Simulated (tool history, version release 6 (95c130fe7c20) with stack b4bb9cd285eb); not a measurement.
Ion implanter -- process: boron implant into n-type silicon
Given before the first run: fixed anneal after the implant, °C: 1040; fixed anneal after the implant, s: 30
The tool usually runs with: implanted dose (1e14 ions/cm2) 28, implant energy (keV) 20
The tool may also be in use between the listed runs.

run     day  implanted dose (1e14 ions/cm2)  implant energy (keV)  wafers since the last listed run  hours since the last dose calibration  hours since the extraction supply was calibrated  hours since the gauge calibration  read-back reference wafer on the same gauge, sheet resistance  sheet resistance of the implanted and annealed layer (ohm/square)
  1       0                              28                    20                                 0                                  169.5                                            5600.3                               11.8                                                          50.08                                                              55.62
  2   2.121                              28                    20                               766                                  220.4                                            5651.2                               62.7                                                          50.09                                                              56.03
  3   3.721                              28                    20                               578                                  258.8                                            5689.6                              101.1                                                          50.13                                                               55.7
  4   5.062                              28                    20                               484                                    291                                            5721.8                              133.3                                                          50.16                                                              55.89
  5   6.225                              28                    20                               420                                  318.9                                            5749.7                              161.2                                                          50.12                                                              55.89
  6     8.6                              28                    20                               858                                  375.9                                            5806.7                              218.2                                                          50.11                                                              55.49
  7    10.2                              28                    16                               578                                  414.3                                            5845.1                              256.6                                                          50.02                                                               60.3
  8   13.05                              28                    20                              1030                                  482.7                                            5913.5                                325                                                          50.13                                                              55.49
  9  15.671                              28                    20                               947                                  545.6                                            5976.4                              387.9                                                           50.2                                                              54.83
     17.658  -- gauge calibrated
 10  17.854                           21.95                  15.5                               789                                    598                                            6028.8                                4.7                                                          50.03                                                              67.93
 11  19.092                           32.03                  24.5                               447                                  627.7                                            6058.5                               34.4                                                          50.14                                                              48.89
 12  20.142                              28                    20                               379                                  652.9                                            6083.7                               59.6                                                          50.23                                                              55.62
 13   22.25                              28                    20                               762                                  703.5                                            6134.3                              110.2                                                          50.07                                                              55.36
     23.971  -- Faraday cup replaced and dose calibrated
 14  24.008                              28                    20                               515                                    0.9                                            6176.5                              152.4                                                          50.11                                                              55.47
     25.412  -- extraction supply calibrated
 15  26.533                              28                    20                               792                                   61.5                                              26.9                                213                                                          50.06                                                              55.68
 16  27.821                            24.5                    13                               465                                   92.4                                              57.8                              243.9                                                          50.13                                                              69.11
 17  29.588                           24.21                    20                               638                                  134.8                                             100.2                              286.3                                                          50.05                                                              60.21
 18  31.208                           25.15                  16.5                               585                                  173.7                                             139.1                              325.2                                                          50.19                                                              62.16
 19  32.467                           23.49                    15                               454                                  203.9                                             169.3                              355.4                                                          50.13                                                              67.09

Across each entry between runs, compare the hidden state at the last listed run before it with the hidden state at the first listed run after it:
Run 9 -> run 10: gauge calibrated (day 17.658)
  nothing in the hidden state changes from one run to the other
Run 13 -> run 14: Faraday cup replaced and dose calibrated (day 23.971)
  nothing in the hidden state changes from one run to the other
Run 14 -> run 15: extraction supply calibrated (day 25.412)
  nothing in the hidden state changes from one run to the other
